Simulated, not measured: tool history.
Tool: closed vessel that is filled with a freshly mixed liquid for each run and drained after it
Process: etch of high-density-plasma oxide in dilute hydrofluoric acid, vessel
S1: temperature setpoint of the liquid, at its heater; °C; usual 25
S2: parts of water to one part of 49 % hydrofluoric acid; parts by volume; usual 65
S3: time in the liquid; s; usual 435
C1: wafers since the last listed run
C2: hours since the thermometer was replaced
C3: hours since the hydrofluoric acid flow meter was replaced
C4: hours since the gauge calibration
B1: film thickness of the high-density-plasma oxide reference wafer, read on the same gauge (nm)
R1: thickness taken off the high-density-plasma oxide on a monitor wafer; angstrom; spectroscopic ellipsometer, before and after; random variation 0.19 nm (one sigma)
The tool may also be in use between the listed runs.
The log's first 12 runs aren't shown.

run 13 hour=764.8 | S1=29.5 S2=65 S3=435 | C1=3915 C2=690.9 C3=1017.1 C4=1109.3 | B1=90.01 | R1=492.3
run 14 hour=813 | S1=25 S2=65 S3=435 | C1=3114 C2=739.1 C3=1065.3 C4=1157.5 | B1=90 | R1=413.8
-- hour=845.1 thermometer replaced
run 15 hour=907.3 | S1=29.5 S2=55 S3=350 | C1=6027 C2=62.2 C3=1159.6 C4=1251.8 | B1=90 | R1=485.8
run 16 hour=968.1 | S1=27.5 S2=75 S3=190 | C1=3928 C2=123 C3=1220.4 C4=1312.6 | B1=89.98 | R1=174.2
run 17 hour=1024.5 | S1=25 S2=65 S3=435 | C1=3643 C2=179.4 C3=1276.8 C4=1369 | B1=90.02 | R1=416.8
run 18 hour=1108.2 | S1=25 S2=40 S3=435 | C1=5407 C2=263.1 C3=1360.5 C4=1452.7 | B1=90.01 | R1=701.9
run 19 hour=1213.9 | S1=20.5 S2=65 S3=335 | C1=6828 C2=368.8 C3=1466.2 C4=1558.4 | B1=89.99 | R1=266.5
run 20 hour=1274.8 | S1=22.5 S2=80 S3=435 | C1=3934 C2=429.7 C3=1527.1 C4=1619.3 | B1=90 | R1=298.7
run 21 hour=1326.3 | S1=29 S2=65 S3=435 | C1=3327 C2=481.2 C3=1578.6 C4=1670.8 | B1=90.03 | R1=484.7
run 22 hour=1390.1 | S1=25 S2=50 S3=435 | C1=4121 C2=545 C3=1642.4 C4=1734.6 | B1=89.99 | R1=552.4
run 23 hour=1439.1 | S1=28 S2=80 S3=545 | C1=3165 C2=594 C3=1691.4 C4=1783.6 | B1=90.01 | R1=464.1
run 24 hour=1494.9 | S1=21 S2=65 S3=435 | C1=3605 C2=649.8 C3=1747.2 C4=1839.4 | B1=90.01 | R1=351.7
run 25 hour=1580.8 | S1=25 S2=65 S3=435 | C1=5549 C2=735.7 C3=1833.1 C4=1925.3 | B1=90 | R1=411.8
run 26 hour=1683.7 | S1=21.5 S2=95 S3=290 | C1=6648 C2=838.6 C3=1936 C4=2028.2 | B1=90.03 | R1=156.3
-- hour=1731.4 thermometer replaced
run 27 hour=1777.6 | S1=25 S2=65 S3=435 | C1=6002 C2=46.2 C3=2029.9 C4=2122.1 | B1=89.99 | R1=422
run 28 hour=1885.2 | S1=25 S2=65 S3=200 | C1=6951 C2=153.8 C3=2137.5 C4=2229.7 | B1=89.97 | R1=193.6
run 29 hour=1981.5 | S1=25 S2=65 S3=200 | C1=6221 C2=250.1 C3=2233.8 C4=2326 | B1=90.01 | R1=192.1

Run 30 comes next. What will it give?
-- hour=2053.8 hydrofluoric acid flow meter replaced
run 30 hour=2123.3 | S1=29.5 S2=40 S3=605 | C1=9096 C2=391.9 C3=69.5 C4=2467.8 | B1=? | R1=?

{"run 30": {"B1": 90, "R1": 1166.9}}
Without the tool's hidden state the same run would have given R1 1179.5 angstrom.

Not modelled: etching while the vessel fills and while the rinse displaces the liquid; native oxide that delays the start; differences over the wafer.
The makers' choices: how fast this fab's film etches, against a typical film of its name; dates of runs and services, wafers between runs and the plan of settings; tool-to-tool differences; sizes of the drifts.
